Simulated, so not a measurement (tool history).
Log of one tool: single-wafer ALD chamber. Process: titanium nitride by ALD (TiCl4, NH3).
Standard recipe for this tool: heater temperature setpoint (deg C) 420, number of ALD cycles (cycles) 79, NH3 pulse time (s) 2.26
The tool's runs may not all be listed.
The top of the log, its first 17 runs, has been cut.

run,hour,heater temperature setpoint (deg C),number of ALD cycles (cycles),NH3 pulse time (s),"read-back reference wafer on the same gauge, thickness_nm",mean film thickness on the monitor wafer (angstrom)
18,426.8,406,79,1.42,2.122,18.37
19,457.6,420,69,2.26,2.122,16.61
20,482.4,420,79,2.26,2.124,18.9
21,507.9,420,79,2.26,2.123,18.99
22,543.7,420,79,2.26,2.123,18.98
23,649.2,429,86,2.26,2.126,20.66
24,667.4,420,79,2.26,2.124,19.04
25,690.2,413,79,2.26,2.125,19.01
26,722,427,79,2.26,2.127,19.15
27,755.6,427,79,1.48,2.126,18.75
28,780.9,420,83,2,2.126,19.87
# hour 793.8: showerhead replaced
29,812.5,420,79,2.26,2.126,19.04
30,834.4,420,79,2.26,2.127,19.1
31,854,420,88,2.61,2.127,21.28
# hour 876.8: gauge calibrated
32,879.8,427,74,1.93,2.078,17.42
33,901.6,420,79,2.26,2.082,18.63
34,1003.8,420,79,1.9,2.094,18.61
35,1030,428,79,2.26,2.098,18.86
36,1058.9,420,79,2.26,2.102,18.85
37,1089.5,430,79,1.56,2.103,18.65
38,1102.9,420,74,2.82,2.102,17.76
39,1120.7,420,79,2.85,2.103,18.99
40,1156,420,79,2.26,2.105,18.83
41,1172.5,426,66,3.07,2.108,15.83

3 ways to go on from here, each from the tool as it stands after run 41. What would each give?
A,1173.1,420,79,1.46,?,?
B,1173.1,427,92,1.57,?,?
C,1173.1,427,79,1.95,?,?

run,"read-back reference wafer on the same gauge, thickness_nm",mean film thickness on the monitor wafer (angstrom)
A,2.108,18.48
B,2.108,21.69
C,2.108,18.81
Without the tool's unlogged condition, the same runs would have read:
run,mean film thickness on the monitor wafer (angstrom)
A,18.23
B,21.4
C,18.56

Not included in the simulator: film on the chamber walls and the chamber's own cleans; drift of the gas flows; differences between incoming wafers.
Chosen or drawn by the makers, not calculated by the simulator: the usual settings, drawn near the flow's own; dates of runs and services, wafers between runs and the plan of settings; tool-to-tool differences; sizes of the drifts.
